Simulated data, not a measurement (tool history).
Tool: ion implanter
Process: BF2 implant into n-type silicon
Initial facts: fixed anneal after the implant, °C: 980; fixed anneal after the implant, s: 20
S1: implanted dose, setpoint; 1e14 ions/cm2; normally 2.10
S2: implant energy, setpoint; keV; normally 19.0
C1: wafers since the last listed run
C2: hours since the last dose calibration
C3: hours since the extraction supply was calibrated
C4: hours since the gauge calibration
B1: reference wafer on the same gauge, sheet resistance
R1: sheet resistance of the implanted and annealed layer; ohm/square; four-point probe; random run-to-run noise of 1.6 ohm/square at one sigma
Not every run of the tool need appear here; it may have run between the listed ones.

| run | day | S1 | S2 | C1 | C2 | C3 | C4 | B1 | R1 |
|---|---|---|---|---|---|---|---|---|---|
| 1 | 0.000 | 2.10 | 19.0 | 0 | 1101.3 | 3760.1 | 140.0 | 545.74 | 548.41 |
| 2 | 0.512 | 2.10 | 19.0 | 434 | 1113.6 | 3772.4 | 152.3 | 546.08 | 548.34 |
| 3 | 1.092 | 2.10 | 19.0 | 490 | 1127.5 | 3786.3 | 166.2 | 545.65 | 549.92 |
| 4 | 1.771 | 2.10 | 19.0 | 575 | 1143.8 | 3802.6 | 182.5 | 546.69 | 548.50 |
| 5 | 2.092 | 2.37 | 21.5 | 271 | 1151.5 | 3810.3 | 190.2 | 546.13 | 492.11 |
| 6 | 2.825 | 2.10 | 19.0 | 621 | 1169.1 | 3827.9 | 207.8 | 546.52 | 552.43 |
| 7 | 3.238 | 2.10 | 19.0 | 349 | 1179.0 | 3837.8 | 217.7 | 546.02 | 548.94 |
| 8 | 3.629 | 2.10 | 21.0 | 331 | 1188.4 | 3847.2 | 227.1 | 545.90 | 542.80 |
| 9 | 4.204 | 2.10 | 21.0 | 487 | 1202.2 | 3861.0 | 240.9 | 545.69 | 546.29 |
| 10 | 4.471 | 2.10 | 19.0 | 225 | 1208.6 | 3867.4 | 247.3 | 545.34 | 548.68 |
| 11 | 4.750 | 2.10 | 19.0 | 236 | 1215.3 | 3874.1 | 254.0 | 546.40 | 549.92 |
| 12 | 5.258 | 1.65 | 21.0 | 430 | 1227.5 | 3886.3 | 266.2 | 546.15 | 677.02 |
| 13 | 6.271 | 1.65 | 21.0 | 857 | 1251.8 | 3910.6 | 290.5 | 545.48 | 676.30 |
| 14 | 6.529 | 2.10 | 19.0 | 218 | 1258.0 | 3916.8 | 296.7 | 545.74 | 550.46 |
| 15 | 6.788 | 2.56 | 19.0 | 218 | 1264.2 | 3923.0 | 302.9 | 546.23 | 467.07 |
| 16 | 7.221 | 2.56 | 19.0 | 367 | 1274.6 | 3933.4 | 313.3 | 546.31 | 467.28 |
| 17 | 7.792 | 2.10 | 19.0 | 483 | 1288.3 | 3947.1 | 327.0 | 546.01 | 550.28 |
| 18 | 8.517 | 2.10 | 19.0 | 614 | 1305.7 | 3964.5 | 344.4 | 545.87 | 555.11 |
| 19 | 8.946 | 1.50 | 23.0 | 363 | 1316.0 | 3974.8 | 354.7 | 545.12 | 724.61 |
| 20 | 9.458 | 2.10 | 19.0 | 434 | 1328.3 | 3987.1 | 367.0 | 546.38 | 548.49 |
| 21 | 9.867 | 2.57 | 19.0 | 345 | 1338.1 | 3996.9 | 376.8 | 546.26 | 465.56 |
| 22 | 10.312 | 2.28 | 15.0 | 377 | 1348.8 | 4007.6 | 387.5 | 545.98 | 531.04 |
| 23 | 10.733 | 2.10 | 15.0 | 356 | 1358.9 | 4017.7 | 397.6 | 546.02 | 567.41 |
| 24 | 11.112 | 2.10 | 22.0 | 321 | 1368.0 | 4026.8 | 406.7 | 545.97 | 548.73 |
|  | 11.758 | Faraday cup replaced and dose calibrated |
|  | 11.888 | extraction supply calibrated |
| 25 | 11.908 | 2.30 | 16.5 | 280 | 3.6 | 0.5 | 425.8 | 546.36 | 482.35 |
| 26 | 11.979 | 1.78 | 14.5 | 60 | 5.3 | 2.2 | 427.5 | 546.00 | 610.24 |
|  | 12.121 | gauge calibrated |
| 27 | 12.429 | 2.44 | 15.0 | 381 | 16.1 | 13.0 | 7.4 | 545.65 | 464.93 |
| 28 | 12.983 | 1.52 | 21.5 | 469 | 29.4 | 26.3 | 20.7 | 546.65 | 665.81 |
| 29 | 13.654 | 2.10 | 19.0 | 568 | 45.5 | 42.4 | 36.8 | 545.75 | 510.34 |
|  | 14.379 | Faraday cup replaced and dose calibrated, repeated, since the last time left the tool worse |
| 30 | 15.562 | 1.74 | 23.0 | 1334 | 28.4 | 88.2 | 82.6 | 546.08 | 623.19 |
| 31 | 15.879 | 2.46 | 22.0 | 268 | 36.0 | 95.8 | 90.2 | 546.72 | 466.11 |
| 32 | 16.354 | 2.10 | 25.5 | 402 | 47.4 | 107.2 | 101.6 | 545.53 | 528.83 |
| 33 | 16.788 | 1.61 | 23.5 | 367 | 57.8 | 117.6 | 112.0 | 545.91 | 664.68 |
| 34 | 17.375 | 2.10 | 19.0 | 497 | 71.9 | 131.7 | 126.1 | 545.70 | 543.74 |
| 35 | 18.021 | 2.10 | 24.0 | 547 | 87.4 | 147.2 | 141.6 | 545.12 | 528.86 |
| 36 | 18.638 | 2.10 | 19.0 | 522 | 102.2 | 162.0 | 156.4 | 546.10 | 538.33 |

Below are 5 alternative next runs, each starting from the tool's condition after run 36. Predict each:
| A | 18.654 | 2.10 | 19.0 | 14 | 102.6 | 162.4 | 156.8 | ? | ? |
| B | 18.654 | 2.46 | 17.0 | 14 | 102.6 | 162.4 | 156.8 | ? | ? |
| C | 18.654 | 2.44 | 19.0 | 14 | 102.6 | 162.4 | 156.8 | ? | ? |
| D | 18.654 | 1.67 | 19.0 | 14 | 102.6 | 162.4 | 156.8 | ? | ? |
| E | 18.654 | 1.87 | 22.0 | 14 | 102.6 | 162.4 | 156.8 | ? | ? |

| run | B1 | R1 |
|---|---|---|
| A | 546.16 | 541.11 |
| B | 546.16 | 479.69 |
| C | 546.16 | 476.68 |
| D | 546.16 | 661.05 |
| E | 546.16 | 590.04 |
With the hidden condition removed and each run's random variation left untouched, the same runs would have given:
| run | R1 |
|---|---|
| A | 537.79 |
| B | 476.90 |
| C | 473.86 |
| D | 656.88 |
| E | 586.41 |
